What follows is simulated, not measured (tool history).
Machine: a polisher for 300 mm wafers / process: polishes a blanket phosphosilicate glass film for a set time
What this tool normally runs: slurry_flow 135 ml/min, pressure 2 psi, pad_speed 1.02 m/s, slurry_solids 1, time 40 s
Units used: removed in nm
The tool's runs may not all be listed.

run,day,slurry_flow,pressure,pad_speed,slurry_solids,time,wafers since the last listed run,wafers polished on this pad,hours since the slurry nozzle was cleaned,hours since the head pressure was calibrated,hours since the slurry blender was calibrated,hours since the conditioning disc was replaced,"incoming thickness of the incoming film, nm",removed
1,0,135,2,1.02,1,40,0,291,82.2,581.4,184.4,292.8,2104.7,190.8
# day 0.021: slurry blender recalibrated
2,0.725,135,2,1.02,1,40,179,470,99.6,598.8,16.9,310.2,2083.2,215.2
3,1.433,135,2,1.02,1,40,180,651,116.6,615.8,33.9,327.2,2136.9,219
# day 1.783: worn pad replaced by a new one
4,2.067,135,2,1.02,1,40,119,71,131.8,631,49.1,342.4,2105.6,218.4
5,2.633,135,2,1.02,1,40,144,216,145.4,644.6,62.7,356,2094.2,213.6
6,3.371,155,2,1.02,1,40,188,404,163.1,662.3,80.4,373.7,2123.6,218.3
7,3.983,155,2,1.02,1,40,156,560,177.8,677,95.1,388.4,2134.7,215.1
# day 4.583: worn pad replaced by a new one
8,4.692,155,2,1.02,1,40,138,27,194.8,694,112.1,405.4,2098.2,217.1
9,5.042,170,2,1.02,1,40,89,116,203.2,702.4,120.5,413.8,2107.1,214.3
10,5.392,170,2,1.02,1,40,89,206,211.6,710.8,128.9,422.2,2083.3,213.3
11,5.896,135,2,1.02,1,40,128,334,223.7,722.9,141,434.3,2113.1,200.3
12,6.454,135,2.7,1.02,0.7,44,142,477,237.1,736.3,154.4,447.7,2126.1,251.1
13,6.933,135,2,1.02,1,40,122,599,248.6,747.8,165.9,459.2,2091,195.6
# day 7.488: worn pad replaced by a new one
14,7.608,135,2,1.02,1.15,40,129,31,264.8,764,182.1,475.4,2089.5,204.5
15,8.267,175,2,1.26,1,53,167,199,280.6,779.8,197.9,491.2,2075,295
# day 8.825: conditioning disc replaced and pad reconditioned
16,8.888,170,1.3,1.02,1,47,137,336,295.5,794.7,212.8,1.5,2126.3,143.6
# day 9.208: slurry nozzle cleaned
# day 9.258: head pressure recalibrated
# day 9.296: slurry blender recalibrated
17,9.462,165,2,1.22,1,44,112,449,6.1,4.9,4,15.3,2080.9,281.3
18,9.767,135,2,1.02,1,40,77,526,13.4,12.2,11.3,22.6,2091.5,218.7
19,10.083,110,1.7,1.02,1,52,80,607,21,19.8,18.9,30.2,2082.2,230.5
# day 10.4: worn pad replaced by a new one
20,10.638,135,2,1.26,1,40,98,60,34.3,33.1,32.2,43.5,2102.2,252
21,11.246,100,2,0.92,1,30,155,215,48.9,47.7,46.8,58.1,2098.4,137.5
22,11.775,135,2,1.02,1,40,134,350,61.6,60.4,59.5,70.8,2095.2,210
23,12.4,135,2,1.02,1,40,159,509,76.6,75.4,74.5,85.8,2078.3,214.3

Predict each of these 4 candidate next runs independently; none follows another, all start after run 23:
A,12.417,135,2,1.02,0.75,40,4,514,77,75.8,74.9,86.2,2101.9,?
B,12.417,135,1.6,0.68,1.1,46,4,514,77,75.8,74.9,86.2,2101.9,?
C,12.417,100,2,1.02,1,40,4,514,77,75.8,74.9,86.2,2101.9,?
D,12.417,135,1.7,1.02,1,40,4,514,77,75.8,74.9,86.2,2101.9,?

run,removed
A,185.1
B,155.1
C,195.5
D,179.3
With no hidden state in the tool, these same runs would have given:
run,removed
A,193.4
B,160.9
C,203.3
D,186.3
